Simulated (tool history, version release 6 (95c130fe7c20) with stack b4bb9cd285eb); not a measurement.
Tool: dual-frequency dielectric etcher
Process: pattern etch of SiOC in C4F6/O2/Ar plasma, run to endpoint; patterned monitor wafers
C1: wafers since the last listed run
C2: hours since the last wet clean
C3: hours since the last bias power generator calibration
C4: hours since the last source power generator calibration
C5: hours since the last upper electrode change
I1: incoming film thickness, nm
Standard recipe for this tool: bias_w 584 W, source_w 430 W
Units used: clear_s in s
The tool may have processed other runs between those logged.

Run 1, hour 0: usual settings but bias_w 504 W; C1 0; C2 197; C3 4095.5; C4 2261.5; C5 3502.8; I1 26.16. Result: clear_s 8.6 s.
Run 2, hour 13.9: usual settings but bias_w 504 W; C1 278; C2 210.9; C3 4109.4; C4 2275.4; C5 3516.7; I1 25.8. Result: clear_s 8.5 s.
Run 3, hour 25.2: usual settings but bias_w 504 W; C1 226; C2 222.2; C3 4120.7; C4 2286.7; C5 3528; I1 26. Result: clear_s 8.4 s.
Run 4, hour 32.2: usual settings but source_w 370 W; C1 140; C2 229.2; C3 4127.7; C4 2293.7; C5 3535; I1 26.12. Result: clear_s 8.6 s.
Run 5, hour 45.7: usual settings but source_w 370 W; C1 270; C2 242.7; C3 4141.2; C4 2307.2; C5 3548.5; I1 26.25. Result: clear_s 8.6 s.
Run 6, hour 57.4: usual settings but source_w 470 W; C1 234; C2 254.4; C3 4152.9; C4 2318.9; C5 3560.2; I1 26.02. Result: clear_s 7.7 s.
Run 7, hour 69.1: usual settings but source_w 470 W; C1 234; C2 266.1; C3 4164.6; C4 2330.6; C5 3571.9; I1 26.22. Result: clear_s 7.7 s.
Run 8, hour 91.3: usual settings but source_w 470 W; C1 444; C2 288.3; C3 4186.8; C4 2352.8; C5 3594.1; I1 26.03. Result: clear_s 7.7 s.
Run 9, hour 107.9: usual settings; C1 332; C2 304.9; C3 4203.4; C4 2369.4; C5 3610.7; I1 25.97. Result: clear_s 7.9 s.
At hour 123: source power generator calibrated.
Run 10, hour 123.5: usual settings; C1 232; C2 320.5; C3 4219; C4 0.5; C5 3626.3; I1 26.07. Result: clear_s 8 s.
Run 11, hour 140.8: usual settings; C1 346; C2 337.8; C3 4236.3; C4 17.8; C5 3643.6; I1 26.18. Result: clear_s 8.1 s.
At hour 152.6: bias power generator calibrated.
At hour 170.1: upper electrode replaced.
Run 12, hour 170.6: usual settings but bias_w 530 W, source_w 470 W; C1 166; C2 367.6; C3 18; C4 47.6; C5 0.5; I1 26.2. Result: clear_s 8.1 s.
At hour 205.8: wet clean of the chamber.
Run 13, hour 206.3: usual settings but bias_w 502 W, source_w 470 W; C1 234; C2 0.5; C3 53.7; C4 83.3; C5 36.2; I1 26.45. Result: clear_s 8.4 s.
Run 14, hour 206.7: usual settings but bias_w 472 W, source_w 400 W; C1 8; C2 0.9; C3 54.1; C4 83.7; C5 36.6; I1 26.19. Result: clear_s 9.1 s.
Run 15, hour 208.4: usual settings but bias_w 467 W, source_w 320 W; C1 34; C2 2.6; C3 55.8; C4 85.4; C5 38.3; I1 26.04. Result: clear_s 10.2 s.
Run 16, hour 216.4: usual settings but bias_w 477 W, source_w 330 W; C1 160; C2 10.6; C3 63.8; C4 93.4; C5 46.3; I1 26.3. Result: clear_s 10.1 s.
Run 17, hour 227.3: usual settings but bias_w 685 W; C1 218; C2 21.5; C3 74.7; C4 104.3; C5 57.2; I1 26.04. Result: clear_s 7.5 s.
Run 18, hour 237.3: usual settings but bias_w 515 W, source_w 330 W; C1 200; C2 31.5; C3 84.7; C4 114.3; C5 67.2; I1 25.92. Result: clear_s 9.6 s.
Run 19, hour 254.3: usual settings but bias_w 701 W, source_w 340 W; C1 340; C2 48.5; C3 101.7; C4 131.3; C5 84.2; I1 25.96. Result: clear_s 8.3 s.
Run 20, hour 268.2: usual settings but bias_w 700 W, source_w 400 W; C1 278; C2 62.4; C3 115.6; C4 145.2; C5 98.1; I1 26.12. Result: clear_s 7.7 s.
Run 21, hour 275.9: usual settings but bias_w 466 W, source_w 360 W; C1 154; C2 70.1; C3 123.3; C4 152.9; C5 105.8; I1 26.14. Result: clear_s 9.7 s.
Run 22, hour 287.9: usual settings but bias_w 466 W, source_w 360 W; C1 240; C2 82.1; C3 135.3; C4 164.9; C5 117.8; I1 25.95. Result: clear_s 9.6 s.
Run 23, hour 297.2: usual settings; C1 186; C2 91.4; C3 144.6; C4 174.2; C5 127.1; I1 26.26. Result: clear_s 8 s.

Predict each of these 5 candidate next runs independently; none follows another, all start after run 23:
Run A, hour 297.6: usual settings; C1 8; C2 91.8; C3 145; C4 174.6; C5 127.5; I1 25.84. Result: clear_s ?.
Run B, hour 297.6: usual settings but bias_w 496 W, source_w 530 W; C1 8; C2 91.8; C3 145; C4 174.6; C5 127.5; I1 25.84. Result: clear_s ?.
Run C, hour 297.6: usual settings but bias_w 646 W, source_w 470 W; C1 8; C2 91.8; C3 145; C4 174.6; C5 127.5; I1 25.84. Result: clear_s ?.
Run D, hour 297.6: usual settings but bias_w 479 W, source_w 530 W; C1 8; C2 91.8; C3 145; C4 174.6; C5 127.5; I1 25.84. Result: clear_s ?.
Run E, hour 297.6: usual settings but bias_w 652 W; C1 8; C2 91.8; C3 145; C4 174.6; C5 127.5; I1 25.84. Result: clear_s ?.

run  clear_s
  A      7.9
  B      7.7
  C      7.2
  D      7.8
  E      7.5
Without the tool's unlogged condition, the same runs would have read:
run  clear_s
  A      7.9
  B      7.7
  C      7.2
  D      7.8
  E      7.5
